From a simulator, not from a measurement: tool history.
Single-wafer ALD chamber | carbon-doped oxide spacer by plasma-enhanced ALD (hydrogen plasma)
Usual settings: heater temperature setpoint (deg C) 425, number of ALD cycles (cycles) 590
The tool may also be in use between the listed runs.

| run | hour | heater temperature setpoint (deg C) | number of ALD cycles (cycles) | wafers since the last listed run | hours since the last thermocouple change | hours since the gauge calibration | read-back reference wafer on the same gauge, thickness_nm | mean film thickness on the monitor wafer (Å) |
|---|---|---|---|---|---|---|---|---|
| 1 | 0.0 | 425 | 590 | 0 | 848.6 | 86.4 | 26.193 | 274.49 |
| 2 | 6.9 | 425 | 590 | 5 | 855.5 | 93.3 | 26.219 | 274.95 |
| 3 | 13.1 | 425 | 628 | 4 | 861.7 | 99.5 | 26.199 | 293.91 |
| 4 | 25.8 | 425 | 628 | 10 | 874.4 | 112.2 | 26.199 | 292.79 |
| 5 | 38.8 | 425 | 590 | 10 | 887.4 | 125.2 | 26.206 | 276.05 |
| 6 | 47.1 | 425 | 590 | 6 | 895.7 | 133.5 | 26.201 | 275.76 |
| 7 | 57.6 | 425 | 590 | 8 | 906.2 | 144.0 | 26.189 | 274.25 |
| 8 | 73.0 | 425 | 590 | 12 | 921.6 | 159.4 | 26.216 | 275.54 |
| 9 | 81.8 | 420 | 590 | 7 | 930.4 | 168.2 | 26.195 | 279.82 |
| 10 | 94.8 | 420 | 590 | 10 | 943.4 | 181.2 | 26.209 | 281.11 |
| 11 | 104.8 | 425 | 664 | 8 | 953.4 | 191.2 | 26.195 | 310.44 |
| 12 | 116.6 | 425 | 590 | 9 | 965.2 | 203.0 | 26.204 | 275.54 |
| 13 | 124.5 | 425 | 590 | 6 | 973.1 | 210.9 | 26.191 | 274.48 |
| 14 | 131.8 | 425 | 590 | 5 | 980.4 | 218.2 | 26.201 | 277.11 |
| 15 | 139.9 | 425 | 546 | 6 | 988.5 | 226.3 | 26.194 | 254.52 |
| 16 | 150.2 | 425 | 546 | 8 | 998.8 | 236.6 | 26.189 | 255.04 |
| 17 | 189.8 | 425 | 546 | 31 | 1038.4 | 276.2 | 26.202 | 255.78 |
| 18 | 210.8 | 415 | 590 | 16 | 1059.4 | 297.2 | 26.204 | 285.16 |
| 19 | 227.6 | 415 | 590 | 13 | 1076.2 | 314.0 | 26.205 | 285.05 |
| 20 | 234.3 | 415 | 590 | 5 | 1082.9 | 320.7 | 26.198 | 284.58 |
| 21 | 242.8 | 432 | 590 | 6 | 1091.4 | 329.2 | 26.203 | 270.09 |
| 22 | 255.0 | 432 | 590 | 9 | 1103.6 | 341.4 | 26.211 | 269.52 |
|  | 262.9 | gauge calibrated |
| 23 | 269.5 | 413 | 486 | 11 | 1118.1 | 6.6 | 26.210 | 237.73 |
| 24 | 279.8 | 414 | 632 | 8 | 1128.4 | 16.9 | 26.198 | 308.25 |
| 25 | 285.8 | 419 | 590 | 4 | 1134.4 | 22.9 | 26.185 | 282.16 |
| 26 | 302.7 | 436 | 660 | 13 | 1151.3 | 39.8 | 26.214 | 298.30 |
| 27 | 314.7 | 429 | 639 | 9 | 1163.3 | 51.8 | 26.206 | 296.01 |
| 28 | 324.1 | 413 | 590 | 7 | 1172.7 | 61.2 | 26.213 | 289.44 |
| 29 | 333.9 | 425 | 546 | 7 | 1182.5 | 71.0 | 26.200 | 256.53 |
| 30 | 351.1 | 431 | 590 | 13 | 1199.7 | 88.2 | 26.204 | 272.62 |
| 31 | 365.5 | 425 | 546 | 11 | 1214.1 | 102.6 | 26.202 | 256.45 |
| 32 | 377.0 | 436 | 590 | 9 | 1225.6 | 114.1 | 26.196 | 268.09 |
| 33 | 385.5 | 437 | 687 | 6 | 1234.1 | 122.6 | 26.196 | 310.53 |
| 34 | 393.2 | 425 | 590 | 6 | 1241.8 | 130.3 | 26.207 | 276.82 |
|  | 401.5 | thermocouple changed; heater temperature recalibrated |
| 35 | 409.9 | 411 | 489 | 7 | 8.4 | 147.0 | 26.206 | 236.40 |
| 36 | 416.7 | 412 | 532 | 5 | 15.2 | 153.8 | 26.189 | 255.58 |
| 37 | 428.2 | 425 | 590 | 9 | 26.7 | 165.3 | 26.196 | 271.80 |
| 38 | 437.7 | 436 | 472 | 7 | 36.2 | 174.8 | 26.201 | 211.55 |
| 39 | 453.0 | 431 | 689 | 12 | 51.5 | 190.1 | 26.201 | 313.14 |
| 40 | 465.2 | 425 | 661 | 9 | 63.7 | 202.3 | 26.196 | 305.86 |
| 41 | 480.8 | 419 | 514 | 12 | 79.3 | 217.9 | 26.203 | 242.80 |
| 42 | 489.0 | 425 | 664 | 6 | 87.5 | 226.1 | 26.212 | 306.33 |
| 43 | 501.0 | 437 | 590 | 9 | 99.5 | 238.1 | 26.200 | 262.01 |
| 44 | 512.0 | 418 | 698 | 8 | 110.5 | 249.1 | 26.197 | 330.86 |
| 45 | 528.0 | 435 | 502 | 12 | 126.5 | 265.1 | 26.208 | 224.43 |

Forecast each of these 3 alternatives for the next run:
| A | 529.3 | 416 | 590 | 1 | 127.8 | 266.4 | ? | ? |
| B | 529.3 | 425 | 639 | 1 | 127.8 | 266.4 | ? | ? |
| C | 529.3 | 438 | 660 | 1 | 127.8 | 266.4 | ? | ? |

| run | read-back reference wafer on the same gauge, thickness_nm | mean film thickness on the monitor wafer (Å) |
|---|---|---|
| A | 26.192 | 280.80 |
| B | 26.192 | 295.38 |
| C | 26.192 | 292.06 |
Without the tool's hidden state the same runs would have given:
| run | mean film thickness on the monitor wafer (Å) |
|---|---|
| A | 280.92 |
| B | 295.52 |
| C | 292.20 |
